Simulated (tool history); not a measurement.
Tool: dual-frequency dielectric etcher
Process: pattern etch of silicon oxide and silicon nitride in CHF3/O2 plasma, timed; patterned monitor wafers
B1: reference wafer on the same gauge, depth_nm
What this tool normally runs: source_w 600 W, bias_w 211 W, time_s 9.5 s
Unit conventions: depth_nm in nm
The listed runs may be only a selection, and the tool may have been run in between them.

run 1 day=0.000 | source_w=600 bias_w=211 time_s=9.5 | B1=10.59 | depth_nm=12.73
run 2 day=4.258 | source_w=600 bias_w=211 time_s=9.5 | B1=10.61 | depth_nm=12.68
run 3 day=7.542 | source_w=600 bias_w=211 time_s=9.5 | B1=10.59 | depth_nm=12.65
run 4 day=9.583 | source_w=600 bias_w=211 time_s=9.5 | B1=10.61 | depth_nm=12.61
-- day=13.204 wet clean of the chamber
run 5 day=13.225 | source_w=600 bias_w=211 time_s=9.5 | B1=10.59 | depth_nm=13.18
run 6 day=16.979 | source_w=600 bias_w=211 time_s=9.5 | B1=10.61 | depth_nm=13.00
-- day=18.654 upper electrode replaced
-- day=20.092 gauge calibrated
run 7 day=20.429 | source_w=600 bias_w=211 time_s=9.5 | B1=10.60 | depth_nm=13.03
run 8 day=24.175 | source_w=600 bias_w=211 time_s=9.5 | B1=10.61 | depth_nm=12.94
run 9 day=26.546 | source_w=600 bias_w=211 time_s=12.0 | B1=10.61 | depth_nm=16.29
run 10 day=29.621 | source_w=600 bias_w=211 time_s=9.5 | B1=10.58 | depth_nm=12.88
run 11 day=31.633 | source_w=600 bias_w=211 time_s=9.5 | B1=10.58 | depth_nm=12.78
run 12 day=34.796 | source_w=600 bias_w=211 time_s=9.5 | B1=10.60 | depth_nm=12.78
run 13 day=38.388 | source_w=680 bias_w=249 time_s=9.5 | B1=10.62 | depth_nm=13.99
run 14 day=42.121 | source_w=600 bias_w=211 time_s=9.5 | B1=10.61 | depth_nm=12.64
-- day=44.525 wet clean of the chamber
run 15 day=45.233 | source_w=750 bias_w=178 time_s=7.5 | B1=10.60 | depth_nm=11.01
run 16 day=48.375 | source_w=480 bias_w=244 time_s=12.0 | B1=10.63 | depth_nm=15.73
run 17 day=52.783 | source_w=600 bias_w=211 time_s=8.5 | B1=10.59 | depth_nm=11.76
-- day=53.567 bias power generator calibrated
run 18 day=54.888 | source_w=480 bias_w=237 time_s=8.0 | B1=10.60 | depth_nm=10.35
run 19 day=56.442 | source_w=600 bias_w=211 time_s=7.0 | B1=10.59 | depth_nm=9.57
run 20 day=59.000 | source_w=600 bias_w=172 time_s=9.5 | B1=10.61 | depth_nm=12.35
-- day=60.025 source power generator calibrated
run 21 day=62.521 | source_w=460 bias_w=211 time_s=8.5 | B1=10.60 | depth_nm=10.06
run 22 day=66.375 | source_w=600 bias_w=169 time_s=9.5 | B1=10.61 | depth_nm=11.92
run 23 day=69.033 | source_w=600 bias_w=234 time_s=10.5 | B1=10.62 | depth_nm=14.40
-- day=72.992 wet clean of the chamber
run 24 day=73.300 | source_w=540 bias_w=254 time_s=8.5 | B1=10.61 | depth_nm=11.80
run 25 day=75.508 | source_w=510 bias_w=211 time_s=9.5 | B1=10.61 | depth_nm=12.10
run 26 day=79.604 | source_w=600 bias_w=224 time_s=10.5 | B1=10.61 | depth_nm=14.51
run 27 day=81.425 | source_w=600 bias_w=211 time_s=9.5 | B1=10.61 | depth_nm=12.90
run 28 day=83.954 | source_w=700 bias_w=178 time_s=11.0 | B1=10.59 | depth_nm=15.29
run 29 day=86.500 | source_w=460 bias_w=231 time_s=12.0 | B1=10.58 | depth_nm=14.68
run 30 day=90.296 | source_w=600 bias_w=211 time_s=9.5 | B1=10.61 | depth_nm=12.80

3 ways to go on from here, each from the tool as it stands after run 30. What would each give?
run A day=90.312 | source_w=600 bias_w=211 time_s=9.5 | B1=? | depth_nm=?
run B day=90.312 | source_w=490 bias_w=211 time_s=9.5 | B1=? | depth_nm=?
run C day=90.312 | source_w=500 bias_w=211 time_s=9.5 | B1=? | depth_nm=?

run=A B1=10.60 depth_nm=12.89
run=B B1=10.60 depth_nm=11.80
run=C B1=10.60 depth_nm=11.90
With no hidden state in the tool, these same runs would have given:
run=A depth_nm=13.02
run=B depth_nm=11.92
run=C depth_nm=12.03
